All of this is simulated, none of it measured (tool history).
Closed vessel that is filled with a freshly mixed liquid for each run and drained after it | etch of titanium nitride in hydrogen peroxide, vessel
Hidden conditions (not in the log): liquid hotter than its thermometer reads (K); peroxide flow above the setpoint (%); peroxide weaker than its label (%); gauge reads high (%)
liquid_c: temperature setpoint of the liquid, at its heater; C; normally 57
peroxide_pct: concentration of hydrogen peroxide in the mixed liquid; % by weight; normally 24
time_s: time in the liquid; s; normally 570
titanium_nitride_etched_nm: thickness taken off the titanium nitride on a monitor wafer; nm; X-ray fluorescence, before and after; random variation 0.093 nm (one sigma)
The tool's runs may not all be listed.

run	hour	liquid_c	peroxide_pct	time_s	wafers since the last listed run	hours since the thermometer was replaced	hours since the peroxide flow meter was replaced	hours since the drum of peroxide was connected	hours since the gauge calibration	read-back film thickness of the titanium nitride reference wafer, read on the same gauge (nm)	titanium_nitride_etched_nm
1	0	57	24	570	0	1546.7	110.7	311.7	1004.9	100.53	23.82
2	72.9	57	24	640	5448	1619.6	183.6	384.6	1077.8	100.58	26.56
3	173.6	57	24	640	7525	1720.3	284.3	485.3	1178.5	100.62	26.39
# hour 205.3: new drum of peroxide connected
4	249.5	57	24	640	5597	1796.2	360.2	44.2	1254.4	100.76	26.81
5	285.8	57	24	570	2712	1832.5	396.5	80.5	1290.7	100.73	23.74
6	343.8	57	24	570	4334	1890.5	454.5	138.5	1348.7	100.8	23.81
7	439.2	57	24	570	7129	1985.9	549.9	233.9	1444.1	100.86	23.72
8	541.1	57	24	570	7615	2087.8	651.8	335.8	1546	100.93	23.87
9	647	57	24	570	7914	2193.7	757.7	441.7	1651.9	101.05	23.81
10	717.3	57	24	570	5253	2264	828	512	1722.2	101.11	23.81
# hour 743.8: new drum of peroxide connected
11	769	57	24	570	3789	2315.7	879.7	25.2	1773.9	101.17	23.85
12	824.8	57	24	570	4170	2371.5	935.5	81	1829.7	101.19	23.77
13	880.2	57	24	710	4140	2426.9	990.9	136.4	1885.1	101.3	29.62
14	964.4	61	18	835	6292	2511.1	1075.1	220.6	1969.3	101.39	43.11
# hour 1180.8: peroxide flow meter replaced
15	1246.2	47.5	24	570	20985	2792.9	65.4	502.4	2251.1	101.71	12.15
# hour 1253.7: new drum of peroxide connected
16	1294.2	57	18	685	3512	2840.9	113.4	40.5	2299.1	101.77	26.88
17	1341.7	62	30	420	3549	2888.4	160.9	88	2346.6	101.79	26.12
18	1427.8	57	24	570	6434	2974.5	247	174.1	2432.7	101.93	23.89
# hour 1433: thermometer replaced
# hour 1512.4: gauge calibrated
19	1527.5	57	26	570	7376	94.5	346.7	273.8	15.1	99.95	24.17
20	1574.8	57	24	570	3535	141.8	394	321.1	62.4	99.96	23.54
21	1642.6	47.5	29.5	570	5067	209.6	461.8	388.9	130.2	99.95	12.54
22	1712.9	61	18	835	5253	279.9	532.1	459.2	200.5	99.99	42.56
23	1771.3	57	18.5	775	4364	338.3	590.5	517.6	258.9	99.99	30.2
# hour 1783.5: new drum of peroxide connected
24	2040.4	62.5	26.5	860	20036	607.4	859.6	256.9	528	99.99	52.57
25	2148.2	57	18.5	680	8056	715.2	967.4	364.7	635.8	100.05	26.75

Forecast each of these 3 alternatives for the next run:
A	2149	57	24	320	59	716	968.2	365.5	636.6	?	?
B	2149	57	24	830	59	716	968.2	365.5	636.6	?	?
C	2149	64.5	30	870	59	716	968.2	365.5	636.6	?	?

run	read-back film thickness of the titanium nitride reference wafer, read on the same gauge (nm)	titanium_nitride_etched_nm
A	100.11	13.21
B	100.11	34.27
C	100.11	62.67
Had the tool no hidden state, the same runs would have come out as:
run	titanium_nitride_etched_nm
A	13.2
B	34.25
C	62.62
